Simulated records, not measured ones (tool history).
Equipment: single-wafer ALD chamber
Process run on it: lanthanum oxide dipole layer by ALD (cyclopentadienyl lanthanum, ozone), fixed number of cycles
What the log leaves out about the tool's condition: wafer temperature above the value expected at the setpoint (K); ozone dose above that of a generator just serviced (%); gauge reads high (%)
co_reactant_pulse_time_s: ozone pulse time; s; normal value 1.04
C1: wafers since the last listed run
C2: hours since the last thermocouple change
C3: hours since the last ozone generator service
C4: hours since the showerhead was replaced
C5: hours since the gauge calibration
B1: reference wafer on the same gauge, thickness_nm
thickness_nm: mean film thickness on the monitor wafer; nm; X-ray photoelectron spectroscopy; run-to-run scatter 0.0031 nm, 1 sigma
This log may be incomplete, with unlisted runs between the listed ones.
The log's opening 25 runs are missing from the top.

{"run": 26, "hour": 597.0, "co_reactant_pulse_time_s": 1.39, "C1": 472, "C2": 61.1, "C3": 30.1, "C4": 249.9, "C5": 335.3, "B1": 0.565, "thickness_nm": 0.563}
{"run": 27, "hour": 618.6, "co_reactant_pulse_time_s": 1.24, "C1": 429, "C2": 82.7, "C3": 51.7, "C4": 271.5, "C5": 356.9, "B1": 0.564, "thickness_nm": 0.555}
{"run": 28, "hour": 635.5, "co_reactant_pulse_time_s": 1.22, "C1": 335, "C2": 99.6, "C3": 68.6, "C4": 288.4, "C5": 373.8, "B1": 0.564, "thickness_nm": 0.548}
{"run": 29, "hour": 665.7, "co_reactant_pulse_time_s": 1.04, "C1": 600, "C2": 129.8, "C3": 98.8, "C4": 318.6, "C5": 404.0, "B1": 0.564, "thickness_nm": 0.518}
{"run": 30, "hour": 700.6, "co_reactant_pulse_time_s": 1.04, "C1": 693, "C2": 164.7, "C3": 133.7, "C4": 353.5, "C5": 438.9, "B1": 0.564, "thickness_nm": 0.516}
{"run": 31, "hour": 732.9, "co_reactant_pulse_time_s": 0.84, "C1": 641, "C2": 197.0, "C3": 166.0, "C4": 385.8, "C5": 471.2, "B1": 0.564, "thickness_nm": 0.482}
{"run": 32, "hour": 750.2, "co_reactant_pulse_time_s": 1.04, "C1": 343, "C2": 214.3, "C3": 183.3, "C4": 403.1, "C5": 488.5, "B1": 0.564, "thickness_nm": 0.517}
{"run": 33, "hour": 764.9, "co_reactant_pulse_time_s": 1.25, "C1": 292, "C2": 229.0, "C3": 198.0, "C4": 417.8, "C5": 503.2, "B1": 0.564, "thickness_nm": 0.551}
{"run": 34, "hour": 786.3, "co_reactant_pulse_time_s": 0.77, "C1": 425, "C2": 250.4, "C3": 219.4, "C4": 439.2, "C5": 524.6, "B1": 0.564, "thickness_nm": 0.465}

Alternative continuations, all from the tool just after run 34; predict every row:
{"run": "A", "hour": 786.7, "co_reactant_pulse_time_s": 1.04, "C1": 7, "C2": 250.8, "C3": 219.8, "C4": 439.6, "C5": 525.0, "B1": "?", "thickness_nm": "?"}
{"run": "B", "hour": 786.7, "co_reactant_pulse_time_s": 1.4, "C1": 7, "C2": 250.8, "C3": 219.8, "C4": 439.6, "C5": 525.0, "B1": "?", "thickness_nm": "?"}
{"run": "C", "hour": 786.7, "co_reactant_pulse_time_s": 0.74, "C1": 7, "C2": 250.8, "C3": 219.8, "C4": 439.6, "C5": 525.0, "B1": "?", "thickness_nm": "?"}
{"run": "D", "hour": 786.7, "co_reactant_pulse_time_s": 1.37, "C1": 7, "C2": 250.8, "C3": 219.8, "C4": 439.6, "C5": 525.0, "B1": "?", "thickness_nm": "?"}
{"run": "E", "hour": 786.7, "co_reactant_pulse_time_s": 0.88, "C1": 7, "C2": 250.8, "C3": 219.8, "C4": 439.6, "C5": 525.0, "B1": "?", "thickness_nm": "?"}

run=A B1=0.564 thickness_nm=0.524
run=B B1=0.564 thickness_nm=0.567
run=C B1=0.564 thickness_nm=0.458
run=D B1=0.564 thickness_nm=0.565
run=E B1=0.564 thickness_nm=0.494
Without the tool's hidden state the same runs would have given:
run=A thickness_nm=0.534
run=B thickness_nm=0.574
run=C thickness_nm=0.470
run=D thickness_nm=0.571
run=E thickness_nm=0.505
